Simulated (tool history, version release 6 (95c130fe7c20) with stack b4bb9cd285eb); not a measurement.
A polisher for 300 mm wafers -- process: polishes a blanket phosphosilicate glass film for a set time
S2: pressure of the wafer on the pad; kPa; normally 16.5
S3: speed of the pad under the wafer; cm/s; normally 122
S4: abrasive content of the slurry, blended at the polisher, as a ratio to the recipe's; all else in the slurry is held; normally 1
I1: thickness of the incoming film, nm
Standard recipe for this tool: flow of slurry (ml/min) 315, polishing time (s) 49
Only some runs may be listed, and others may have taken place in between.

{"run": 1, "day": 0.0, "flow of slurry (ml/min)": 315, "S2": 16.5, "S3": 122, "S4": 1, "polishing time (s)": 49, "I1": 2900.5, "film removed (angstrom)": 3190}
{"day": 1.525, "done": "slurry nozzle cleaned"}
{"day": 2.088, "done": "slurry blender recalibrated"}
{"run": 2, "day": 4.15, "flow of slurry (ml/min)": 315, "S2": 16.5, "S3": 122, "S4": 1, "polishing time (s)": 40, "I1": 2864, "film removed (angstrom)": 2554}
{"run": 3, "day": 7.129, "flow of slurry (ml/min)": 315, "S2": 16.5, "S3": 122, "S4": 1, "polishing time (s)": 40, "I1": 2865.8, "film removed (angstrom)": 2573}
{"run": 4, "day": 11.067, "flow of slurry (ml/min)": 315, "S2": 16.5, "S3": 122, "S4": 1, "polishing time (s)": 40, "I1": 2856, "film removed (angstrom)": 2511}
{"run": 5, "day": 14.6, "flow of slurry (ml/min)": 315, "S2": 16.5, "S3": 122, "S4": 1, "polishing time (s)": 49, "I1": 2865.4, "film removed (angstrom)": 3073}
{"day": 14.904, "done": "worn pad replaced by a new one, repeated, since the last time left the tool worse"}
{"run": 6, "day": 18.7, "flow of slurry (ml/min)": 315, "S2": 16.5, "S3": 122, "S4": 1, "polishing time (s)": 49, "I1": 2892.7, "film removed (angstrom)": 3678}
{"day": 23.079, "done": "conditioning disc replaced and pad reconditioned"}
{"run": 7, "day": 23.1, "flow of slurry (ml/min)": 315, "S2": 16.5, "S3": 122, "S4": 1, "polishing time (s)": 49, "I1": 2890.9, "film removed (angstrom)": 3573}
{"run": 8, "day": 25.017, "flow of slurry (ml/min)": 225, "S2": 16.5, "S3": 122, "S4": 1, "polishing time (s)": 49, "I1": 2858.4, "film removed (angstrom)": 3443}
{"day": 28.071, "done": "head pressure recalibrated"}
{"run": 9, "day": 28.6, "flow of slurry (ml/min)": 315, "S2": 20.7, "S3": 122, "S4": 1, "polishing time (s)": 49, "I1": 2876.7, "film removed (angstrom)": 4515}
{"day": 30.196, "done": "slurry blender recalibrated"}
{"day": 30.554, "done": "slurry nozzle cleaned"}
{"run": 10, "day": 33.2, "flow of slurry (ml/min)": 385, "S2": 16.5, "S3": 140, "S4": 1, "polishing time (s)": 49, "I1": 2864.5, "film removed (angstrom)": 3962}
{"run": 11, "day": 37.146, "flow of slurry (ml/min)": 390, "S2": 16.5, "S3": 122, "S4": 1, "polishing time (s)": 49, "I1": 2888.4, "film removed (angstrom)": 3553}
{"run": 12, "day": 40.762, "flow of slurry (ml/min)": 315, "S2": 16.5, "S3": 122, "S4": 1, "polishing time (s)": 49, "I1": 2889.2, "film removed (angstrom)": 3500}
{"day": 43.988, "done": "worn pad replaced by a new one"}
{"day": 47.688, "done": "conditioning disc replaced and pad reconditioned"}
{"run": 13, "day": 50.892, "flow of slurry (ml/min)": 315, "S2": 16.5, "S3": 122, "S4": 1, "polishing time (s)": 49, "I1": 2873.4, "film removed (angstrom)": 3680}
{"run": 14, "day": 53.175, "flow of slurry (ml/min)": 315, "S2": 22.1, "S3": 86, "S4": 1.25, "polishing time (s)": 65, "I1": 2860.7, "film removed (angstrom)": 5734}
{"day": 54.558, "done": "slurry blender recalibrated"}
{"day": 54.704, "done": "slurry nozzle cleaned"}
{"run": 15, "day": 57.104, "flow of slurry (ml/min)": 315, "S2": 21.4, "S3": 122, "S4": 1, "polishing time (s)": 64, "I1": 2884.5, "film removed (angstrom)": 6198}
{"run": 16, "day": 61.521, "flow of slurry (ml/min)": 220, "S2": 16.5, "S3": 122, "S4": 1, "polishing time (s)": 42, "I1": 2835.9, "film removed (angstrom)": 2957}
{"run": 17, "day": 63.217, "flow of slurry (ml/min)": 315, "S2": 16.5, "S3": 122, "S4": 1, "polishing time (s)": 49, "I1": 2882.3, "film removed (angstrom)": 3542}
{"day": 68.183, "done": "worn pad replaced by a new one"}
{"day": 70.442, "done": "head pressure recalibrated"}
{"run": 18, "day": 73.871, "flow of slurry (ml/min)": 315, "S2": 16.5, "S3": 158, "S4": 1, "polishing time (s)": 49, "I1": 2915.4, "film removed (angstrom)": 4481}
{"day": 76.917, "done": "conditioning disc replaced and pad reconditioned"}
{"run": 19, "day": 76.929, "flow of slurry (ml/min)": 220, "S2": 16.5, "S3": 122, "S4": 1, "polishing time (s)": 49, "I1": 2862.3, "film removed (angstrom)": 3561}
{"run": 20, "day": 78.638, "flow of slurry (ml/min)": 315, "S2": 16.5, "S3": 122, "S4": 1, "polishing time (s)": 49, "I1": 2831.2, "film removed (angstrom)": 3588}
{"run": 21, "day": 82.979, "flow of slurry (ml/min)": 420, "S2": 16.5, "S3": 122, "S4": 0.75, "polishing time (s)": 49, "I1": 2851.7, "film removed (angstrom)": 2892}
{"day": 85.396, "done": "slurry blender recalibrated"}
{"day": 86.079, "done": "slurry nozzle cleaned"}
{"run": 22, "day": 86.167, "flow of slurry (ml/min)": 260, "S2": 16.5, "S3": 122, "S4": 1.15, "polishing time (s)": 49, "I1": 2909.1, "film removed (angstrom)": 3737}
{"run": 23, "day": 88.2, "flow of slurry (ml/min)": 315, "S2": 16.5, "S3": 122, "S4": 1, "polishing time (s)": 49, "I1": 2903.3, "film removed (angstrom)": 3537}
{"run": 24, "day": 91.492, "flow of slurry (ml/min)": 410, "S2": 12.4, "S3": 122, "S4": 1.25, "polishing time (s)": 49, "I1": 2877.7, "film removed (angstrom)": 3082}
{"day": 93.346, "done": "worn pad replaced by a new one"}
{"run": 25, "day": 94.508, "flow of slurry (ml/min)": 315, "S2": 16.5, "S3": 154, "S4": 1.2, "polishing time (s)": 65, "I1": 2863, "film removed (angstrom)": 6664}

Below are 4 alternative next runs, each starting from the tool's condition after run 25. Predict each:
{"run": "A", "day": 94.525, "flow of slurry (ml/min)": 315, "S2": 16.5, "S3": 122, "S4": 1, "polishing time (s)": 49, "I1": 2888.9, "film removed (angstrom)": "?"}
{"run": "B", "day": 94.525, "flow of slurry (ml/min)": 315, "S2": 18.6, "S3": 122, "S4": 0.75, "polishing time (s)": 49, "I1": 2888.9, "film removed (angstrom)": "?"}
{"run": "C", "day": 94.525, "flow of slurry (ml/min)": 225, "S2": 21.4, "S3": 122, "S4": 1, "polishing time (s)": 41, "I1": 2888.9, "film removed (angstrom)": "?"}
{"run": "D", "day": 94.525, "flow of slurry (ml/min)": 210, "S2": 16.5, "S3": 122, "S4": 0.9, "polishing time (s)": 49, "I1": 2888.9, "film removed (angstrom)": "?"}

run=A film_removed_(angstrom)=3792
run=B film_removed_(angstrom)=3396
run=C film_removed_(angstrom)=3942
run=D film_removed_(angstrom)=3354
Without the tool's hidden state the same runs would have given:
run=A film_removed_(angstrom)=3806
run=B film_removed_(angstrom)=3409
run=C film_removed_(angstrom)=3958
run=D film_removed_(angstrom)=3367
